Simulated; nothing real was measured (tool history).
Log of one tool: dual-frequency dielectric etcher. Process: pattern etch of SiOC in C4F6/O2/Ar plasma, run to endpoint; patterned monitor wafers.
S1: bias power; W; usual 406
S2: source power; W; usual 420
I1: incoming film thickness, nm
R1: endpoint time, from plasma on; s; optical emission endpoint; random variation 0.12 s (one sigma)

Run 1, hour 0.0: usual settings; I1 39.92. Result: R1 16.4 s.
Run 2, hour 10.8: usual settings but S2 380 W; I1 39.62. Result: R1 17.1 s.
Run 3, hour 19.5: usual settings but S2 380 W; I1 40.18. Result: R1 17.5 s.
Run 4, hour 27.9: usual settings but S2 380 W; I1 40.58. Result: R1 17.6 s.
Run 5, hour 44.3: usual settings but S1 485 W, S2 450 W; I1 40.29. Result: R1 15.0 s.
Run 6, hour 54.7: usual settings but S1 485 W, S2 450 W; I1 40.34. Result: R1 14.8 s.
Run 7, hour 68.0: usual settings but S1 372 W; I1 40.12. Result: R1 17.0 s.
Run 8, hour 75.2: usual settings but S1 372 W; I1 40.61. Result: R1 17.4 s.
Run 9, hour 86.2: usual settings but S1 372 W; I1 40.02. Result: R1 16.8 s.
Run 10, hour 97.3: usual settings; I1 39.98. Result: R1 16.5 s.
Run 11, hour 106.7: usual settings; I1 40.13. Result: R1 16.8 s.
Run 12, hour 117.5: usual settings but S1 435 W; I1 39.67. Result: R1 16.1 s.
Run 13, hour 134.3: usual settings but S1 344 W; I1 40.61. Result: R1 18.0 s.
Run 14, hour 147.4: usual settings but S1 470 W, S2 370 W; I1 40.02. Result: R1 16.9 s.
Run 15, hour 164.1: usual settings; I1 40.64. Result: R1 16.9 s.
Run 16, hour 180.0: usual settings but S1 454 W, S2 490 W; I1 40.16. Result: R1 15.0 s.
At hour 206.5: wet clean of the chamber.
Run 17, hour 207.0: usual settings but S1 373 W, S2 340 W; I1 40.12. Result: R1 18.3 s.
Run 18, hour 211.3: usual settings but S1 333 W, S2 460 W; I1 39.88. Result: R1 16.1 s.
Run 19, hour 219.3: usual settings but S1 484 W, S2 390 W; I1 40.37. Result: R1 15.7 s.
At hour 266.2: bias power generator calibrated.
Run 20, hour 268.9: usual settings but S2 380 W; I1 39.93. Result: R1 16.5 s.
Run 21, hour 291.0: usual settings but S1 371 W; I1 40.34. Result: R1 16.5 s.
Run 22, hour 298.8: usual settings but S2 380 W; I1 40.15. Result: R1 16.9 s.
At hour 328.0: upper electrode replaced.
At hour 334.9: source power generator calibrated.
Run 23, hour 349.3: usual settings but S1 343 W, S2 470 W; I1 39.96. Result: R1 16.1 s.
Run 24, hour 355.8: usual settings but S1 443 W, S2 360 W; I1 40.10. Result: R1 16.9 s.
Run 25, hour 373.5: usual settings but S1 328 W, S2 470 W; I1 39.73. Result: R1 16.0 s.
Run 26, hour 380.1: usual settings but S1 490 W, S2 490 W; I1 40.37. Result: R1 14.1 s.
Run 27, hour 392.3: usual settings but S1 484 W, S2 390 W; I1 40.13. Result: R1 15.6 s.
Run 28, hour 406.6: usual settings but S1 466 W, S2 330 W; I1 40.53. Result: R1 17.7 s.
Run 29, hour 414.6: usual settings but S1 354 W, S2 510 W; I1 40.52. Result: R1 15.5 s.
Run 30, hour 423.2: usual settings but S1 354 W, S2 320 W; I1 39.78. Result: R1 19.5 s.
Run 31, hour 437.7: usual settings; I1 40.26. Result: R1 16.4 s.
Run 32, hour 449.8: usual settings but S1 454 W, S2 490 W; I1 40.19. Result: R1 14.3 s.
Run 33, hour 457.6: usual settings but S1 361 W, S2 450 W; I1 40.16. Result: R1 16.4 s.
Run 34, hour 471.2: usual settings; I1 40.14. Result: R1 16.1 s.

5 ways to go on from here, each from the tool as it stands after run 34. What would each give?
Run A, hour 471.6: usual settings but S1 321 W; I1 40.19. Result: R1 ?.
Run B, hour 471.6: usual settings but S1 372 W, S2 360 W; I1 40.19. Result: R1 ?.
Run C, hour 471.6: usual settings but S1 454 W, S2 380 W; I1 40.19. Result: R1 ?.
Run D, hour 471.6: usual settings but S1 481 W, S2 380 W; I1 40.19. Result: R1 ?.
Run E, hour 471.6: usual settings but S1 460 W, S2 390 W; I1 40.19. Result: R1 ?.

run    R1
  A  17.6
  B  18.3
  C  16.5
  D  16.2
  E  16.2
Without the tool's hidden state the same runs would have given:
run    R1
  A  17.2
  B  17.9
  C  16.2
  D  15.8
  E  15.9

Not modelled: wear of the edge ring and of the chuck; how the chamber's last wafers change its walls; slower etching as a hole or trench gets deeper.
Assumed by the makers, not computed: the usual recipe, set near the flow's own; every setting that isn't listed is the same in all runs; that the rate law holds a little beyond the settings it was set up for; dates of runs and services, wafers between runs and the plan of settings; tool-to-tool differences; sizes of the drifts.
